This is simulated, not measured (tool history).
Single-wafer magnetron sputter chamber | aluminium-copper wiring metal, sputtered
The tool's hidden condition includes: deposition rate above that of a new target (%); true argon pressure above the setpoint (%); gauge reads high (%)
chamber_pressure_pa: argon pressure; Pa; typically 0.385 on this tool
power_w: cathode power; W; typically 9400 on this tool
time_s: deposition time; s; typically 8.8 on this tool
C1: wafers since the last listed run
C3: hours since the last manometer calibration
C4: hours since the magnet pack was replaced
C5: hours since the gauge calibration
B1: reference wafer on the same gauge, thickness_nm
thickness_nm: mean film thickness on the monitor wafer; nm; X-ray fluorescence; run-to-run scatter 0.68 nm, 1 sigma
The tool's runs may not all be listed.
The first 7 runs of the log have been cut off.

-- hour=507 sputter target and shields replaced
run 8 hour=579.4 | chamber_pressure_pa=0.385 power_w=9400 time_s=8.8 | C1=2835 wafers_on_the_sputter_target=2118 C3=2135.6 C4=7805.6 C5=2998.7 | B1=133.747 | thickness_nm=165.277
run 9 hour=682.9 | chamber_pressure_pa=0.385 power_w=9400 time_s=8.8 | C1=3028 wafers_on_the_sputter_target=5147 C3=2239.1 C4=7909.1 C5=3102.2 | B1=133.838 | thickness_nm=164.296
run 10 hour=726.1 | chamber_pressure_pa=0.385 power_w=9400 time_s=8.8 | C1=1264 wafers_on_the_sputter_target=6411 C3=2282.3 C4=7952.3 C5=3145.4 | B1=133.677 | thickness_nm=163.952
-- hour=913.2 gauge calibrated
-- hour=976.9 magnet pack replaced
-- hour=1025.2 capacitance manometer re-zeroed and calibrated
run 11 hour=1025.7 | chamber_pressure_pa=0.385 power_w=7600 time_s=8.8 | C1=8299 wafers_on_the_sputter_target=14710 C3=0.5 C4=48.8 C5=112.5 | B1=129.819 | thickness_nm=139.323
run 12 hour=1064.7 | chamber_pressure_pa=0.385 power_w=7600 time_s=8.8 | C1=1141 wafers_on_the_sputter_target=15851 C3=39.5 C4=87.8 C5=151.5 | B1=129.852 | thickness_nm=139.997
run 13 hour=1112.3 | chamber_pressure_pa=0.385 power_w=8100 time_s=8.8 | C1=1392 wafers_on_the_sputter_target=17244 C3=87.1 C4=135.4 C5=199.1 | B1=129.86 | thickness_nm=145.301
-- hour=1163.1 sputter target and shields replaced
run 14 hour=1205.3 | chamber_pressure_pa=0.385 power_w=8100 time_s=8.8 | C1=2487 wafers_on_the_sputter_target=1234 C3=180.1 C4=228.4 C5=292.1 | B1=130.03 | thickness_nm=145.65
run 15 hour=1311.6 | chamber_pressure_pa=0.385 power_w=8100 time_s=8.8 | C1=3110 wafers_on_the_sputter_target=4344 C3=286.4 C4=334.7 C5=398.4 | B1=130.319 | thickness_nm=144.65
run 16 hour=1604.1 | chamber_pressure_pa=0.385 power_w=9400 time_s=8.8 | C1=8559 wafers_on_the_sputter_target=12904 C3=578.9 C4=627.2 C5=690.9 | B1=130.517 | thickness_nm=160.35
run 17 hour=1640.2 | chamber_pressure_pa=0.385 power_w=9400 time_s=8.8 | C1=1056 wafers_on_the_sputter_target=13960 C3=615 C4=663.3 C5=727 | B1=130.779 | thickness_nm=161.042
run 18 hour=1706.8 | chamber_pressure_pa=0.248 power_w=9400 time_s=8.8 | C1=1948 wafers_on_the_sputter_target=15909 C3=681.6 C4=729.9 C5=793.6 | B1=130.776 | thickness_nm=166.936
-- hour=1794.7 sputter target and shields replaced
run 19 hour=1805.3 | chamber_pressure_pa=0.277 power_w=8600 time_s=8.8 | C1=2648 wafers_on_the_sputter_target=309 C3=780.1 C4=828.4 C5=892.1 | B1=130.74 | thickness_nm=157.341
run 20 hour=1912.4 | chamber_pressure_pa=0.287 power_w=8500 time_s=9.3 | C1=3134 wafers_on_the_sputter_target=3443 C3=887.2 C4=935.5 C5=999.2 | B1=130.842 | thickness_nm=164.329
run 21 hour=1996.7 | chamber_pressure_pa=0.385 power_w=9400 time_s=8.8 | C1=2466 wafers_on_the_sputter_target=5910 C3=971.5 C4=1019.8 C5=1083.5 | B1=131.099 | thickness_nm=161.544
run 22 hour=2035.5 | chamber_pressure_pa=0.385 power_w=10400 time_s=8.13 | C1=1135 wafers_on_the_sputter_target=7045 C3=1010.3 C4=1058.6 C5=1122.3 | B1=131.097 | thickness_nm=158.256
run 23 hour=2127.9 | chamber_pressure_pa=0.385 power_w=9400 time_s=8.8 | C1=2703 wafers_on_the_sputter_target=9749 C3=1102.7 C4=1151 C5=1214.7 | B1=131.247 | thickness_nm=161.023
run 24 hour=2212.5 | chamber_pressure_pa=0.385 power_w=9400 time_s=8.8 | C1=2475 wafers_on_the_sputter_target=12225 C3=1187.3 C4=1235.6 C5=1299.3 | B1=131.218 | thickness_nm=160.33

Forecast run 25:
run 25 hour=2262.1 | chamber_pressure_pa=0.45 power_w=7300 time_s=9.88 | C1=1451 wafers_on_the_sputter_target=13676 C3=1236.9 C4=1285.2 C5=1348.9 | B1=? | thickness_nm=?

{"run 25": {"B1": 131.305, "thickness_nm": 153.102}}
With no hidden state in the tool, this same run would have given thickness_nm 151.536 nm.
